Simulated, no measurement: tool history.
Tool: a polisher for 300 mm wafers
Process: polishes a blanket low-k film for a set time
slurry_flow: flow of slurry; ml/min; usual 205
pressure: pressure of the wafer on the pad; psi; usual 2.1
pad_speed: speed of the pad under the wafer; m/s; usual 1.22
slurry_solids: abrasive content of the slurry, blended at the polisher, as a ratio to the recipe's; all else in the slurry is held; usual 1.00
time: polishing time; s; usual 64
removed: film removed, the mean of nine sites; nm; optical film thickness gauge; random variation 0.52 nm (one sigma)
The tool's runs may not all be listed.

run    hour  slurry_flow  pressure  pad_speed  slurry_solids  time  incoming thickness of the incoming film, nm  removed
  1     0.0          205       2.1       1.22           0.85    53                                        714.1     25.5
  2    48.5          205       2.1       1.22           1.00    64                                        705.3     34.0
      132.1  -- conditioning disc replaced and pad reconditioned
      173.2  -- slurry blender recalibrated
  3   308.3          205       2.1       1.22           1.00    64                                        715.1     34.1
      331.7  -- worn pad replaced by a new one
      338.3  -- slurry nozzle cleaned
  4   352.4          205       2.1       1.22           1.00    64                                        714.4     34.0
  5   441.0          205       2.1       1.22           1.00    64                                        714.3     34.2
  6   491.9          205       2.1       1.22           1.00    64                                        708.8     33.7
  7   555.9          205       2.1       1.22           1.00    64                                        712.7     33.3
      574.3  -- head pressure recalibrated
      576.2  -- slurry blender recalibrated
  8   593.8          205       2.1       1.22           1.00    64                                        711.9     35.5
      662.2  -- conditioning disc replaced and pad reconditioned
  9   679.4          205       2.1       1.22           1.00    64                                        699.2     35.7
      763.1  -- worn pad replaced by a new one
 10   763.6          205       2.1       1.22           1.00    64                                        712.2     34.4
 11   845.7          205       2.1       1.22           1.00    64                                        709.4     34.1
 12   887.5          205       2.1       1.22           1.00    64                                        709.3     33.4
      967.3  -- slurry blender recalibrated
 13   978.6          225       2.1       1.22           1.00    64                                        710.8     36.1
     1102.1  -- slurry nozzle cleaned
 14  1165.0          205       2.1       1.22           1.00    64                                        698.2     34.4
     1191.9  -- conditioning disc replaced and pad reconditioned
     1209.1  -- worn pad replaced by a new one
 15  1209.6          205       2.1       1.22           1.00    64                                        699.8     34.1
 16  1266.6          160       2.4       1.22           1.15    45                                        714.0     28.1
 17  1317.6          205       1.8       1.54           0.90    64                                        712.6     33.2
     1351.8  -- slurry blender recalibrated
 18  1369.2          205       2.1       1.22           1.20    64                                        706.2     37.9
 19  1422.3          260       2.1       1.60           0.70    64                                        707.4     38.4
     1435.1  -- head pressure recalibrated
 20  1480.5          255       2.1       1.22           0.75    76                                        712.0     37.7
 21  1566.6          205       2.1       1.22           1.00    84                                        704.8     46.5
 22  1635.1          235       2.1       1.22           1.00    64                                        698.3     34.7
     1680.1  -- conditioning disc replaced and pad reconditioned
     1692.6  -- worn pad replaced by a new one
 23  1696.0          270       2.3       1.22           1.00    64                                        697.9     38.8
     1749.5  -- slurry blender recalibrated
 24  1750.0          165       2.1       1.22           1.20    79                                        715.3     46.0
     1779.7  -- slurry nozzle cleaned
 25  1820.5          205       2.1       1.22           0.85    84                                        710.3     43.8
 26  1880.5          205       2.1       0.92           1.00    64                                        721.5     27.9

Forecast each of these 3 alternatives for the next run:
  A  1880.9          145       2.1       1.22           1.00    64                                        709.5        ?
  B  1880.9          145       2.5       1.04           0.75    64                                        709.5        ?
  C  1880.9          205       2.1       1.22           1.00    47                                        709.5        ?

run  removed
  A     32.5
  B     29.7
  C     25.3
Without the tool's hidden state the same runs would have given:
run  removed
  A     33.3
  B     30.5
  C     25.9

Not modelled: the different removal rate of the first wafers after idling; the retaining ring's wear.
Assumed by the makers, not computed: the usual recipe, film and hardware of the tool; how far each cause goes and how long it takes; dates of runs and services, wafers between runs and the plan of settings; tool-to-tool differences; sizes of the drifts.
